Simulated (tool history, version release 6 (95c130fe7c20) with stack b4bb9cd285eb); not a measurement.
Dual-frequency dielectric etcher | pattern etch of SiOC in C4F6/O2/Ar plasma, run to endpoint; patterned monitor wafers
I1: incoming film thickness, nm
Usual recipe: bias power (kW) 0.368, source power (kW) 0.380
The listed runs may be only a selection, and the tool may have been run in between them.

Run 1, day 0.000: usual settings but source power (kW) 0.350; I1 30.28. Result: endpoint time (s) 13.5.
Run 2, day 1.108: usual settings; I1 30.12. Result: endpoint time (s) 12.9.
Run 3, day 3.700: usual settings; I1 30.20. Result: endpoint time (s) 13.0.
Run 4, day 6.229: usual settings; I1 30.36. Result: endpoint time (s) 13.1.
At day 8.996: wet clean of the chamber.
Run 5, day 9.017: usual settings; I1 30.09. Result: endpoint time (s) 12.6.
Run 6, day 11.575: usual settings; I1 29.70. Result: endpoint time (s) 12.5.
Run 7, day 13.246: usual settings; I1 30.21. Result: endpoint time (s) 12.8.
Run 8, day 14.400: usual settings; I1 29.93. Result: endpoint time (s) 12.6.
Run 9, day 16.058: usual settings but bias power (kW) 0.427; I1 29.87. Result: endpoint time (s) 11.8.
Run 10, day 18.500: usual settings but bias power (kW) 0.427; I1 30.13. Result: endpoint time (s) 11.9.
At day 19.754: upper electrode replaced.
Run 11, day 21.312: usual settings but bias power (kW) 0.400; I1 29.89. Result: endpoint time (s) 12.3.
At day 21.625: source power generator calibrated.
Run 12, day 22.517: usual settings but bias power (kW) 0.400; I1 30.11. Result: endpoint time (s) 12.4.
At day 23.662: wet clean of the chamber.
At day 23.783: bias power generator calibrated.
Run 13, day 25.488: usual settings but bias power (kW) 0.413; I1 29.96. Result: endpoint time (s) 12.0.
Run 14, day 28.204: usual settings but bias power (kW) 0.416, source power (kW) 0.440; I1 30.32. Result: endpoint time (s) 11.2.
Run 15, day 30.292: usual settings but source power (kW) 0.300; I1 30.33. Result: endpoint time (s) 14.9.
Run 16, day 32.471: usual settings but bias power (kW) 0.316; I1 30.22. Result: endpoint time (s) 13.9.
Run 17, day 35.388: usual settings but bias power (kW) 0.411, source power (kW) 0.290; I1 30.15. Result: endpoint time (s) 14.6.

What will run 18 give?
Run 18, day 36.962: usual settings; I1 29.99. Result: endpoint time (s) ?.

Run 18 measured endpoint time (s) 12.9.
Minus the tool's unlogged condition, the same run would have read endpoint time (s) 12.6.

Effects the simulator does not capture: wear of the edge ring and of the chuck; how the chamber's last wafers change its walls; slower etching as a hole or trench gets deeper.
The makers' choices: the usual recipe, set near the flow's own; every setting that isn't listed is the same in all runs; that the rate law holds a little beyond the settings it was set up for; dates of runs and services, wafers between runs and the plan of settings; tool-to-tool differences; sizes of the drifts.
